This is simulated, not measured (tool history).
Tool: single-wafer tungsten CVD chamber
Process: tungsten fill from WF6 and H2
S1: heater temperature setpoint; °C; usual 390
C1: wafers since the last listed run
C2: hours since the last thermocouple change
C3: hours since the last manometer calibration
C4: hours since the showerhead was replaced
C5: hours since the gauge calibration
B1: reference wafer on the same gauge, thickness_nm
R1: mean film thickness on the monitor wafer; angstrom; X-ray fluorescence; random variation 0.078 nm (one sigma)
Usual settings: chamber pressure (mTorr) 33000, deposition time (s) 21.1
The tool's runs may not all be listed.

Run 1, day 0: usual settings; C1 0; C2 974.1; C3 3120.3; C4 4841.1; C5 26; B1 60.293. Result: R1 525.46 angstrom.
Run 2, day 0.521: usual settings; C1 447; C2 986.6; C3 3132.8; C4 4853.6; C5 38.5; B1 60.283. Result: R1 524.96 angstrom.
Run 3, day 0.788: usual settings; C1 228; C2 993; C3 3139.2; C4 4860; C5 44.9; B1 60.306. Result: R1 524.76 angstrom.
Run 4, day 1.246: usual settings; C1 393; C2 1004; C3 3150.2; C4 4871; C5 55.9; B1 60.298. Result: R1 524.99 angstrom.
Run 5, day 1.533: usual settings; C1 246; C2 1010.9; C3 3157.1; C4 4877.9; C5 62.8; B1 60.292. Result: R1 525.78 angstrom.
Run 6, day 2: usual settings but deposition time (s) 19.8; C1 400; C2 1022.1; C3 3168.3; C4 4889.1; C5 74; B1 60.328. Result: R1 494.1 angstrom.
Run 7, day 2.7: usual settings but deposition time (s) 19.8; C1 601; C2 1038.9; C3 3185.1; C4 4905.9; C5 90.8; B1 60.31. Result: R1 493.38 angstrom.
Run 8, day 3.442: usual settings but deposition time (s) 19.8; C1 636; C2 1056.7; C3 3202.9; C4 4923.7; C5 108.6; B1 60.289. Result: R1 493.66 angstrom.
At day 3.896: capacitance manometer re-zeroed and calibrated.
Run 9, day 4.167: usual settings; C1 336; C2 1074.1; C3 6.5; C4 4941.1; C5 126; B1 60.281. Result: R1 505.78 angstrom.
Run 10, day 4.846: usual settings; C1 583; C2 1090.4; C3 22.8; C4 4957.4; C5 142.3; B1 60.283. Result: R1 503.78 angstrom.
Run 11, day 5.35: usual settings; C1 432; C2 1102.5; C3 34.9; C4 4969.5; C5 154.4; B1 60.311. Result: R1 506.19 angstrom.
Run 12, day 5.804: usual settings but S1 397 °C; C1 389; C2 1113.4; C3 45.8; C4 4980.4; C5 165.3; B1 60.307. Result: R1 577.57 angstrom.
Run 13, day 6.162: usual settings but S1 397 °C; C1 307; C2 1122; C3 54.4; C4 4989; C5 173.9; B1 60.303. Result: R1 577.17 angstrom.
Run 14, day 6.792: usual settings; C1 540; C2 1137.1; C3 69.5; C4 5004.1; C5 189; B1 60.339. Result: R1 506.16 angstrom.
Run 15, day 7.529: usual settings but S1 394 °C, chamber pressure (mTorr) 36100, deposition time (s) 19.8; C1 633; C2 1154.8; C3 87.2; C4 5021.8; C5 206.7; B1 60.296. Result: R1 530.35 angstrom.
Run 16, day 8.233: usual settings but S1 384 °C, chamber pressure (mTorr) 38100; C1 604; C2 1171.7; C3 104.1; C4 5038.7; C5 223.6; B1 60.33. Result: R1 473.29 angstrom.
Run 17, day 8.579: usual settings but S1 403 °C, chamber pressure (mTorr) 37100; C1 296; C2 1180; C3 112.4; C4 5047; C5 231.9; B1 60.3. Result: R1 673.46 angstrom.
Run 18, day 9.138: usual settings but S1 399 °C, deposition time (s) 22.5; C1 479; C2 1193.4; C3 125.8; C4 5060.4; C5 245.3; B1 60.307. Result: R1 640.52 angstrom.
Run 19, day 9.871: usual settings but chamber pressure (mTorr) 39400, deposition time (s) 19.8; C1 629; C2 1211; C3 143.4; C4 5078; C5 262.9; B1 60.277. Result: R1 505.35 angstrom.
Run 20, day 10.858: usual settings but chamber pressure (mTorr) 27000; C1 847; C2 1234.7; C3 167.1; C4 5101.7; C5 286.6; B1 60.265. Result: R1 470.9 angstrom.
Run 21, day 11.575: usual settings; C1 615; C2 1251.9; C3 184.3; C4 5118.9; C5 303.8; B1 60.291. Result: R1 506.96 angstrom.
At day 12.088: showerhead replaced.
Run 22, day 12.225: usual settings; C1 271; C2 1267.5; C3 199.9; C4 3.3; C5 319.4; B1 60.306. Result: R1 506.16 angstrom.
At day 12.896: gauge calibrated.
At day 13.021: thermocouple changed; heater temperature recalibrated.
Run 23, day 13.042: usual settings but S1 376 °C, chamber pressure (mTorr) 37100, deposition time (s) 19.1; C1 415; C2 0.5; C3 219.5; C4 22.9; C5 3.5; B1 60.284. Result: R1 370.84 angstrom.
Run 24, day 13.292: usual settings; C1 214; C2 6.5; C3 225.5; C4 28.9; C5 9.5; B1 60.316. Result: R1 520.36 angstrom.
Run 25, day 13.879: usual settings but S1 396 °C, chamber pressure (mTorr) 27200; C1 504; C2 20.6; C3 239.6; C4 43; C5 23.6; B1 60.289. Result: R1 544.3 angstrom.
Run 26, day 14.258: usual settings but S1 376 °C, chamber pressure (mTorr) 37100, deposition time (s) 19.1; C1 325; C2 29.7; C3 248.7; C4 52.1; C5 32.7; B1 60.297. Result: R1 370.1 angstrom.
Run 27, day 15.404: usual settings but S1 404 °C, deposition time (s) 19.9; C1 983; C2 57.2; C3 276.2; C4 79.6; C5 60.2; B1 60.301. Result: R1 633.61 angstrom.
Run 28, day 16.079: usual settings but chamber pressure (mTorr) 25100, deposition time (s) 22.4; C1 579; C2 73.4; C3 292.4; C4 95.8; C5 76.4; B1 60.319. Result: R1 500.83 angstrom.
Run 29, day 16.65: usual settings but S1 386 °C; C1 490; C2 87.1; C3 306.1; C4 109.5; C5 90.1; B1 60.325. Result: R1 479 angstrom.
Run 30, day 17.329: usual settings but S1 397 °C; C1 583; C2 103.4; C3 322.4; C4 125.8; C5 106.4; B1 60.27. Result: R1 592.3 angstrom.
Run 31, day 17.933: usual settings; C1 518; C2 117.9; C3 336.9; C4 140.3; C5 120.9; B1 60.28. Result: R1 517.61 angstrom.
Run 32, day 18.521: usual settings but S1 381 °C, chamber pressure (mTorr) 25800; C1 504; C2 132; C3 351; C4 154.4; C5 135; B1 60.282. Result: R1 398.32 angstrom.
Run 33, day 18.846: usual settings but chamber pressure (mTorr) 40800; C1 279; C2 139.8; C3 358.8; C4 162.2; C5 142.8; B1 60.286. Result: R1 558.29 angstrom.
Run 34, day 19.329: usual settings but S1 404 °C, chamber pressure (mTorr) 37500; C1 415; C2 151.4; C3 370.4; C4 173.8; C5 154.4; B1 60.302. Result: R1 702.74 angstrom.

4 ways to go on from here, each from the tool as it stands after run 34. What would each give?
Run A, day 19.346: usual settings; C1 14; C2 151.8; C3 370.8; C4 174.2; C5 154.8; B1 ?. Result: R1 ?.
Run B, day 19.346: usual settings but deposition time (s) 18.7; C1 14; C2 151.8; C3 370.8; C4 174.2; C5 154.8; B1 ?. Result: R1 ?.
Run C, day 19.346: usual settings but deposition time (s) 24.6; C1 14; C2 151.8; C3 370.8; C4 174.2; C5 154.8; B1 ?. Result: R1 ?.
Run D, day 19.346: usual settings but chamber pressure (mTorr) 40100; C1 14; C2 151.8; C3 370.8; C4 174.2; C5 154.8; B1 ?. Result: R1 ?.

run      B1      R1
  A  60.278  517.57
  B  60.278  458.45
  C  60.278  603.82
  D  60.278  555.41
Without the tool's hidden state the same runs would have given:
run      R1
  A  518.44
  B  459.23
  C  604.84
  D  556.36
